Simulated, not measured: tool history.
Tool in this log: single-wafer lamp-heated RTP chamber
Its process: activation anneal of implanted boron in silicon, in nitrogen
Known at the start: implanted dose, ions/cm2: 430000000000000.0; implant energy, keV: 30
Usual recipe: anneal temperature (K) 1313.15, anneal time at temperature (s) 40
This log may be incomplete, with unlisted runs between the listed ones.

run   hour  anneal temperature (K)  anneal time at temperature (s)  read-back reference wafer on the same gauge, sheet resistance  sheet resistance of the implanted and annealed layer (ohm/square)
  1      0                 1313.15                              40                                                         233.78                                                              199.7
  2   40.7                 1313.15                              56                                                         234.24                                                             198.37
  3     58                 1313.15                              56                                                         234.33                                                             199.28
  4     65                 1313.15                              40                                                         234.39                                                             200.25
  5   81.7                 1313.15                              40                                                         234.63                                                             200.39
  6   97.5                 1313.15                              40                                                          234.7                                                             200.82
  7  115.1                 1313.15                              40                                                          234.8                                                             200.64
     119.7  -- gauge calibrated
  8  124.3                 1289.15                              40                                                         233.16                                                             201.85
  9  132.2                 1313.15                              46                                                         233.25                                                             199.07
     141.5  -- pyrometer window cleaned and pyrometer calibrated
 10  147.7                 1313.15                              46                                                          233.4                                                             198.91
 11  162.6                 1313.15                              40                                                         233.45                                                              199.4
 12  178.1                 1300.15                              25                                                         233.65                                                             201.75
 13    188                 1337.15                              31                                                         233.53                                                             199.33
     200.7  -- reflector plate cleaned
 14  201.2                 1313.15                              46                                                         233.76                                                             199.22
 15  253.1                 1313.15                              40                                                         234.46                                                             200.23
 16  268.1                 1293.15                              17                                                         234.49                                                             204.71
 17  284.5                 1327.15                              21                                                         234.62                                                             201.05
 18  301.4                 1332.15                              24                                                         234.83                                                             200.47
 19  318.8                 1297.15                              59                                                         234.92                                                             201.04
     334.4  -- gauge calibrated
 20  334.9                 1284.15                              23                                                         233.08                                                             204.24
 21  347.8                 1334.15                              29                                                          233.2                                                             198.54

Estimate the outcome of run 22 from the log above:
 22  363.6                 1304.15                              47                                                              ?                                                                  ?

read-back reference wafer on the same gauge, sheet resistance: 233.35
sheet resistance of the implanted and annealed layer (ohm/square): 199.9
Were there no unlogged condition in the tool, this run, its random variation unchanged, would have produced sheet resistance of the implanted and annealed layer (ohm/square) 199.63.
